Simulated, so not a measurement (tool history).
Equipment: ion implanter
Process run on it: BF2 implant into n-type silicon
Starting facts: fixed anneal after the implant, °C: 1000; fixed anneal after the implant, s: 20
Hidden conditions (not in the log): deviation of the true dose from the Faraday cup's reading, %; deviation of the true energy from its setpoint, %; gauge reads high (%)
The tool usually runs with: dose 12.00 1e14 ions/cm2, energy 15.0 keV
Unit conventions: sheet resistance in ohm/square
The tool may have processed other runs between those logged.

| run | day | dose | energy | wafers since the last listed run | hours since the last dose calibration | hours since the extraction supply was calibrated | hours since the gauge calibration | read-back reference wafer on the same gauge, sheet resistance | sheet resistance |
|---|---|---|---|---|---|---|---|---|---|
| 1 | 0.000 | 14.70 | 18.0 | 0 | 1002.5 | 5990.0 | 111.2 | 215.05 | 179.77 |
|  | 0.229 | gauge calibrated |
| 2 | 0.354 | 10.29 | 15.0 | 103 | 1011.0 | 5998.5 | 3.0 | 214.95 | 206.96 |
| 3 | 0.650 | 10.29 | 15.0 | 86 | 1018.1 | 6005.6 | 10.1 | 214.99 | 207.22 |
| 4 | 1.350 | 10.29 | 15.0 | 205 | 1034.9 | 6022.4 | 26.9 | 215.22 | 207.03 |
| 5 | 1.750 | 13.86 | 15.0 | 117 | 1044.5 | 6032.0 | 36.5 | 215.04 | 195.25 |
|  | 2.262 | Faraday cup replaced and dose calibrated |
| 6 | 2.404 | 13.86 | 15.0 | 94 | 3.4 | 6047.7 | 52.2 | 215.15 | 195.47 |
| 7 | 2.983 | 13.86 | 15.0 | 169 | 17.3 | 6061.6 | 66.1 | 214.93 | 195.54 |
| 8 | 3.371 | 12.88 | 17.0 | 113 | 26.6 | 6070.9 | 75.4 | 215.07 | 187.75 |
|  | 4.192 | extraction supply calibrated |
| 9 | 4.212 | 15.17 | 19.0 | 149 | 46.8 | 0.5 | 95.6 | 215.06 | 174.10 |
| 10 | 4.229 | 12.00 | 15.0 | 4 | 47.2 | 0.9 | 96.0 | 215.11 | 201.02 |
|  | 4.317 | gauge calibrated |
| 11 | 4.462 | 12.00 | 15.0 | 68 | 52.8 | 6.5 | 3.5 | 214.94 | 200.52 |
| 12 | 4.796 | 10.35 | 19.5 | 97 | 60.8 | 14.5 | 11.5 | 215.01 | 187.28 |
| 13 | 5.408 | 12.00 | 20.0 | 179 | 75.5 | 29.2 | 26.2 | 214.99 | 177.32 |
| 14 | 5.950 | 13.26 | 16.5 | 158 | 88.5 | 42.2 | 39.2 | 215.00 | 189.49 |
| 15 | 6.325 | 9.66 | 19.5 | 110 | 97.5 | 51.2 | 48.2 | 215.00 | 189.75 |
| 16 | 6.621 | 12.00 | 15.0 | 86 | 104.6 | 58.3 | 55.3 | 215.19 | 200.92 |

Forecast each of these 4 alternatives for the next run:
| A | 6.638 | 12.00 | 15.0 | 4 | 105.0 | 58.7 | 55.7 | ? | ? |
| B | 6.638 | 14.06 | 12.0 | 4 | 105.0 | 58.7 | 55.7 | ? | ? |
| C | 6.638 | 10.73 | 17.5 | 4 | 105.0 | 58.7 | 55.7 | ? | ? |
| D | 6.638 | 10.17 | 17.0 | 4 | 105.0 | 58.7 | 55.7 | ? | ? |

| run | read-back reference wafer on the same gauge, sheet resistance | sheet resistance |
|---|---|---|
| A | 215.13 | 200.59 |
| B | 215.13 | 211.92 |
| C | 215.13 | 193.41 |
| D | 215.13 | 198.37 |
Take away the tool's hidden state, keep each run's random variation, and the runs would have read:
| run | sheet resistance |
|---|---|
| A | 200.59 |
| B | 211.92 |
| C | 193.41 |
| D | 198.37 |
